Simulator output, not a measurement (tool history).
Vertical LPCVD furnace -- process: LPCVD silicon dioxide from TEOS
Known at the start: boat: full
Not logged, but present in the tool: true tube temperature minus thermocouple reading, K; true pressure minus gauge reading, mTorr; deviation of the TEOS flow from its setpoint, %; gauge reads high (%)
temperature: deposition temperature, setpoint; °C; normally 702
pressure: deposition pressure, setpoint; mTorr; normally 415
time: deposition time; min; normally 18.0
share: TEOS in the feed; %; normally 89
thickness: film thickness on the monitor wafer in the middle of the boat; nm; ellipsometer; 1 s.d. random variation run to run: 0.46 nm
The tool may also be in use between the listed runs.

run	hour	temperature	pressure	time	share	wafers since the last listed run	hours since the last temperature calibration	hours since the pressure gauge was zeroed	hours since the TEOS flow controller was replaced	hours since the gauge calibration	read-back reference wafer on the same gauge, thickness	thickness
1	0.0	702	415	18.0	89	0	2786.7	3765.3	3829.5	57.4	153.10	175.24
2	47.6	702	415	18.0	89	602	2834.3	3812.9	3877.1	105.0	152.90	175.81
3	96.9	702	415	18.0	89	624	2883.6	3862.2	3926.4	154.3	153.01	175.68
4	146.4	702	415	18.0	89	626	2933.1	3911.7	3975.9	203.8	153.05	176.83
5	176.2	702	415	18.0	89	377	2962.9	3941.5	4005.7	233.6	153.09	177.01
6	236.2	702	475	18.0	89	759	3022.9	4001.5	4065.7	293.6	152.89	189.12
7	270.6	702	385	19.5	89	435	3057.3	4035.9	4100.1	328.0	153.07	185.20
8	327.1	702	385	19.5	89	715	3113.8	4092.4	4156.6	384.5	152.97	184.83
9	387.4	702	385	19.5	89	763	3174.1	4152.7	4216.9	444.8	152.84	185.18
10	446.0	702	415	18.0	89	741	3232.7	4211.3	4275.5	503.4	153.00	178.18
11	495.8	702	415	18.0	89	630	3282.5	4261.1	4325.3	553.2	153.09	178.41
12	536.6	702	415	18.0	89	516	3323.3	4301.9	4366.1	594.0	153.05	179.28
# hour 592.5: TEOS flow controller replaced
13	602.9	702	415	18.0	89	535	3389.6	4368.2	10.4	660.3	153.21	179.81
14	670.8	702	345	18.0	97	859	3457.5	4436.1	78.3	728.2	152.85	172.03
15	712.6	702	345	24.0	89	529	3499.3	4477.9	120.1	770.0	153.00	218.25
16	759.3	702	320	18.0	97	591	3546.0	4524.6	166.8	816.7	153.05	164.51
17	816.6	691	415	18.0	89	725	3603.3	4581.9	224.1	874.0	152.83	140.69
18	858.8	709	485	18.0	89	534	3645.5	4624.1	266.3	916.2	153.00	229.41
19	895.7	702	415	22.5	89	467	3682.4	4661.0	303.2	953.1	152.82	228.30
# hour 915.9: gauge calibrated
# hour 958.7: pressure gauge zeroed
20	959.2	702	415	18.0	89	499	3745.9	0.5	366.7	43.3	153.10	182.60
# hour 991.2: thermocouples replaced and temperature profile calibrated
21	991.7	691	460	11.0	75	107	0.5	33.0	399.2	75.8	152.96	77.23
22	1055.8	702	345	18.0	89	811	64.6	97.1	463.3	139.9	153.02	154.70
23	1108.4	702	415	18.0	75	665	117.2	149.7	515.9	192.5	153.07	154.88
24	1133.7	709	485	18.0	89	320	142.5	175.0	541.2	217.8	152.98	214.11
25	1202.4	702	415	13.0	79	869	211.2	243.7	609.9	286.5	153.02	114.44
26	1240.8	702	470	23.0	74	486	249.6	282.1	648.3	324.9	153.01	209.47
27	1273.2	709	485	18.0	89	410	282.0	314.5	680.7	357.3	152.91	215.20
28	1303.6	702	415	18.0	89	384	312.4	344.9	711.1	387.7	153.05	169.12
29	1331.4	709	415	18.0	89	351	340.2	372.7	738.9	415.5	152.86	198.43
30	1399.6	712	415	18.0	89	863	408.4	440.9	807.1	483.7	153.16	213.32

What if the next run were any one of these 5? Each begins from the tool's condition after run 30:
A	1403.6	702	415	12.5	89	50	412.4	444.9	811.1	487.7	?	?
B	1403.6	702	415	14.5	95	50	412.4	444.9	811.1	487.7	?	?
C	1403.6	702	415	18.0	97	50	412.4	444.9	811.1	487.7	?	?
D	1403.6	702	415	22.0	89	50	412.4	444.9	811.1	487.7	?	?
E	1403.6	707	415	14.0	76	50	412.4	444.9	811.1	487.7	?	?

run	read-back reference wafer on the same gauge, thickness	thickness
A	152.87	117.52
B	152.87	140.85
C	152.87	176.67
D	152.87	206.84
E	152.87	136.47
The same runs, with their run-to-run variation unchanged, on a tool lacking any hidden condition would have given:
run	thickness
A	116.36
B	139.46
C	174.93
D	204.80
E	135.14
